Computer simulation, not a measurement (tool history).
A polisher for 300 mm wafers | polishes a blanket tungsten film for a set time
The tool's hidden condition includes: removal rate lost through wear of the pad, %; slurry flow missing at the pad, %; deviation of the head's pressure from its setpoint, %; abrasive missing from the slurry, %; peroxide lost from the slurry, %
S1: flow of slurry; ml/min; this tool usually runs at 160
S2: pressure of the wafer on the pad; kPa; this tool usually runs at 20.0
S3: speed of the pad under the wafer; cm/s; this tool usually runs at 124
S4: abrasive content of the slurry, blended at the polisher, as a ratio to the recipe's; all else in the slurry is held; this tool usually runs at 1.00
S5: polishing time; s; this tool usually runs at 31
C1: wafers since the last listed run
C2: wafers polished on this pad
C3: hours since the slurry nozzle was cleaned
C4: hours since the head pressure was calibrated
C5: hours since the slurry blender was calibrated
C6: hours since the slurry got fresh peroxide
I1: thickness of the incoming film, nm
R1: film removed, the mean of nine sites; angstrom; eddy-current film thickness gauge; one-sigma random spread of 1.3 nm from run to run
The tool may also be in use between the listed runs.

run 1 hour=0.0 | S1=160 S2=22.1 S3=124 S4=1.00 S5=31 | C1=0 C2=98 C3=332.5 C4=1204.9 C5=65.2 C6=52.6 | I1=1118.1 | R1=1426
run 2 hour=30.0 | S1=160 S2=20.0 S3=124 S4=1.00 S5=31 | C1=191 C2=290 C3=362.5 C4=1234.9 C5=95.2 C6=82.6 | I1=1096.3 | R1=1286
-- hour=48.9 slurry nozzle cleaned
run 3 hour=49.4 | S1=160 S2=20.0 S3=124 S4=1.00 S5=31 | C1=117 C2=407 C3=0.5 C4=1254.3 C5=114.6 C6=102.0 | I1=1116.7 | R1=1254
run 4 hour=78.0 | S1=160 S2=20.0 S3=124 S4=1.00 S5=31 | C1=182 C2=590 C3=29.1 C4=1282.9 C5=143.2 C6=130.6 | I1=1113.7 | R1=1232
run 5 hour=94.3 | S1=160 S2=20.0 S3=124 S4=1.00 S5=31 | C1=104 C2=694 C3=45.4 C4=1299.2 C5=159.5 C6=146.9 | I1=1113.7 | R1=1191
run 6 hour=114.5 | S1=160 S2=20.0 S3=124 S4=0.85 S5=27 | C1=129 C2=823 C3=65.6 C4=1319.4 C5=179.7 C6=167.1 | I1=1109.3 | R1=977
run 7 hour=140.5 | S1=160 S2=20.0 S3=124 S4=0.85 S5=27 | C1=166 C2=990 C3=91.6 C4=1345.4 C5=205.7 C6=193.1 | I1=1109.5 | R1=948
-- hour=148.5 head pressure recalibrated
-- hour=151.0 slurry tank refilled with fresh slurry and peroxide, repeated, since the last time left the tool worse
-- hour=164.7 worn pad replaced by a new one
run 8 hour=165.8 | S1=160 S2=20.0 S3=124 S4=0.85 S5=27 | C1=116 C2=7 C3=116.9 C4=17.3 C5=231.0 C6=14.8 | I1=1103.1 | R1=1432
run 9 hour=198.8 | S1=160 S2=16.5 S3=124 S4=1.00 S5=31 | C1=210 C2=218 C3=149.9 C4=50.3 C5=264.0 C6=47.8 | I1=1108.6 | R1=1423
run 10 hour=228.7 | S1=210 S2=20.0 S3=124 S4=0.80 S5=31 | C1=191 C2=409 C3=179.8 C4=80.2 C5=293.9 C6=77.7 | I1=1102.0 | R1=1631
run 11 hour=294.0 | S1=160 S2=20.0 S3=124 S4=1.20 S5=31 | C1=417 C2=826 C3=245.1 C4=145.5 C5=359.2 C6=143.0 | I1=1106.1 | R1=1642
-- hour=299.6 slurry blender recalibrated
run 12 hour=314.9 | S1=160 S2=20.0 S3=124 S4=1.10 S5=31 | C1=120 C2=947 C3=266.0 C4=166.4 C5=15.3 C6=163.9 | I1=1107.4 | R1=1589
-- hour=346.7 worn pad replaced by a new one
run 13 hour=347.2 | S1=140 S2=24.1 S3=124 S4=1.10 S5=24 | C1=180 C2=3 C3=298.3 C4=198.7 C5=47.6 C6=196.2 | I1=1113.6 | R1=1389
-- hour=365.0 slurry tank refilled with fresh slurry and peroxide
run 14 hour=374.8 | S1=160 S2=20.0 S3=124 S4=1.20 S5=40 | C1=169 C2=173 C3=325.9 C4=226.3 C5=75.2 C6=9.8 | I1=1104.8 | R1=2220
run 15 hour=401.0 | S1=160 S2=20.0 S3=124 S4=1.00 S5=22 | C1=167 C2=340 C3=352.1 C4=252.5 C5=101.4 C6=36.0 | I1=1115.6 | R1=1168
-- hour=446.9 slurry nozzle cleaned
run 16 hour=457.8 | S1=160 S2=23.4 S3=124 S4=1.00 S5=31 | C1=356 C2=696 C3=10.9 C4=309.3 C5=158.2 C6=92.8 | I1=1090.2 | R1=1799
run 17 hour=485.3 | S1=160 S2=14.5 S3=94 S4=1.20 S5=31 | C1=175 C2=872 C3=38.4 C4=336.8 C5=185.7 C6=120.3 | I1=1094.2 | R1=1114
run 18 hour=514.9 | S1=195 S2=15.2 S3=106 S4=1.15 S5=31 | C1=189 C2=1061 C3=68.0 C4=366.4 C5=215.3 C6=149.9 | I1=1129.0 | R1=1213
-- hour=543.1 worn pad replaced by a new one
run 19 hour=545.3 | S1=160 S2=20.0 S3=124 S4=1.00 S5=31 | C1=168 C2=14 C3=98.4 C4=396.8 C5=245.7 C6=180.3 | I1=1102.1 | R1=1502
run 20 hour=558.8 | S1=160 S2=20.0 S3=124 S4=1.00 S5=31 | C1=86 C2=100 C3=111.9 C4=410.3 C5=259.2 C6=193.8 | I1=1119.7 | R1=1531
-- hour=562.9 slurry tank refilled with fresh slurry and peroxide
run 21 hour=581.8 | S1=160 S2=20.0 S3=124 S4=1.00 S5=31 | C1=140 C2=240 C3=134.9 C4=433.3 C5=282.2 C6=18.9 | I1=1110.2 | R1=1675
run 22 hour=616.0 | S1=160 S2=20.0 S3=124 S4=1.00 S5=31 | C1=218 C2=459 C3=169.1 C4=467.5 C5=316.4 C6=53.1 | I1=1109.6 | R1=1643
run 23 hour=636.7 | S1=160 S2=24.1 S3=124 S4=1.00 S5=31 | C1=132 C2=591 C3=189.8 C4=488.2 C5=337.1 C6=73.8 | I1=1105.6 | R1=1881
run 24 hour=652.4 | S1=145 S2=22.1 S3=106 S4=1.00 S5=31 | C1=100 C2=692 C3=205.5 C4=503.9 C5=352.8 C6=89.5 | I1=1108.5 | R1=1585
-- hour=669.7 slurry blender recalibrated
run 25 hour=677.3 | S1=180 S2=20.0 S3=124 S4=0.90 S5=31 | C1=146 C2=838 C3=230.4 C4=528.8 C5=7.6 C6=114.4 | I1=1102.3 | R1=1580
run 26 hour=694.1 | S1=160 S2=20.0 S3=124 S4=0.85 S5=27 | C1=107 C2=945 C3=247.2 C4=545.6 C5=24.4 C6=131.2 | I1=1118.2 | R1=1339
-- hour=710.0 worn pad replaced by a new one
run 27 hour=710.5 | S1=160 S2=20.0 S3=124 S4=1.00 S5=35 | C1=79 C2=2 C3=263.6 C4=562.0 C5=40.8 C6=147.6 | I1=1109.6 | R1=1782

Each row is a separate what-if for the run after 27, all from the same tool condition, not one after another. Results?
run A hour=710.9 | S1=160 S2=20.0 S3=124 S4=1.00 S5=31 | C1=2 C2=5 C3=264.0 C4=562.4 C5=41.2 C6=148.0 | I1=1098.3 | R1=?
run B hour=710.9 | S1=160 S2=16.5 S3=166 S4=1.30 S5=31 | C1=2 C2=5 C3=264.0 C4=562.4 C5=41.2 C6=148.0 | I1=1098.3 | R1=?
run C hour=710.9 | S1=160 S2=20.0 S3=124 S4=0.80 S5=31 | C1=2 C2=5 C3=264.0 C4=562.4 C5=41.2 C6=148.0 | I1=1098.3 | R1=?

run=A R1=1570
run=B R1=1739
run=C R1=1493
Stripped of hidden state, with their random variation kept, the same runs would have yielded:
run=A R1=1695
run=B R1=1877
run=C R1=1611
